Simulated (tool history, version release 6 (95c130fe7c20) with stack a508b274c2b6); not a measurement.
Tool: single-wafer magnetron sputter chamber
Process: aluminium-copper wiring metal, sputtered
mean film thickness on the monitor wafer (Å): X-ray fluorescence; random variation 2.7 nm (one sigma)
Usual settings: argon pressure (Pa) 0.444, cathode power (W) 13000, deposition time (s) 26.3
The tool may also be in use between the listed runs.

run	hour	argon pressure (Pa)	cathode power (W)	deposition time (s)	read-back reference wafer on the same gauge, thickness_nm	mean film thickness on the monitor wafer (Å)
1	0.0	0.444	13000	26.3	560.917	5731.30
2	41.5	0.444	13000	26.3	560.414	5654.46
3	104.5	0.444	13000	26.3	561.407	5606.90
4	152.7	0.390	13000	26.3	560.388	5796.56
5	194.8	0.390	13000	26.3	561.184	5619.10
6	260.0	0.572	13000	23.1	561.480	4563.08
7	293.4	0.572	13000	23.1	560.379	4618.78
8	357.9	0.572	13000	23.1	561.326	4548.06
9	420.2	0.444	13000	26.3	561.247	5552.73
10	474.0	0.444	13000	26.3	561.202	5467.28
11	528.5	0.444	13000	26.3	560.364	5746.70
12	560.1	0.444	13000	26.3	561.365	5703.80
13	696.3	0.327	13000	26.3	561.671	6015.68
14	771.2	0.444	15250	26.3	560.808	6557.91
15	818.7	0.444	13000	26.3	560.621	5654.86
16	843.8	0.539	13000	26.3	560.793	5270.92
17	870.4	0.444	10750	26.3	560.634	4848.79
18	929.9	0.269	14050	24.4	561.242	6307.94
19	974.4	0.376	14600	22.1	560.722	5326.91
20	1036.5	0.444	13000	26.3	561.398	5352.49
21	1064.4	0.618	13000	21.9	560.801	4138.83
22	1105.1	0.444	15200	24.9	560.198	6039.22
23	1139.5	0.297	13000	26.3	560.266	6273.89
24	1191.7	0.533	14450	21.9	560.988	4750.44
25	1262.5	0.546	15300	30.5	560.879	6672.54
26	1296.6	0.510	14250	22.9	561.147	5114.49

Taken out of this log: 8 entries between the listed runs. Where each belongs, and how the hidden state differs across it:
Between runs 5 and 6: sputter target and shields replaced (hour 245.7)
  deposition rate above that of a new target (%): -5.3 -> -0.17
  measured less the result without the state, mean film thickness on the monitor wafer (Å): -314.49 -> -7.78
Between runs 10 and 11: sputter target and shields replaced (hour 511.6)
  deposition rate above that of a new target (%): -5.02 -> -0.31
  measured less the result without the state, mean film thickness on the monitor wafer (Å): -289.06 -> -17.89
Between runs 12 and 13: capacitance manometer re-zeroed and calibrated (hour 695.8)
  deposition rate above that of a new target (%): -0.503 -> -3.47
  measured less the result without the state, mean film thickness on the monitor wafer (Å): -28.86 -> -216.21
Between runs 13 and 14: sputter target and shields replaced (hour 770.7)
  deposition rate above that of a new target (%): -3.47 -> -0.475
  measured less the result without the state, mean film thickness on the monitor wafer (Å): -216.21 -> -31.32
Between runs 17 and 18: magnet pack replaced (hour 895.4); gauge calibrated (hour 901.6)
  deposition rate above that of a new target (%): -1.4 -> -2.84
  measured less the result without the state, mean film thickness on the monitor wafer (Å): -69.03 -> -184.57
Between runs 20 and 21: sputter target and shields replaced (hour 1051.6)
  deposition rate above that of a new target (%): -7.07 -> -1.38
  measured less the result without the state, mean film thickness on the monitor wafer (Å): -407.51 -> -57.94
Between runs 25 and 26: sputter target and shields replaced (hour 1287.1)
  deposition rate above that of a new target (%): -5.52 -> -0.271
  measured less the result without the state, mean film thickness on the monitor wafer (Å): -389.79 -> -13.89
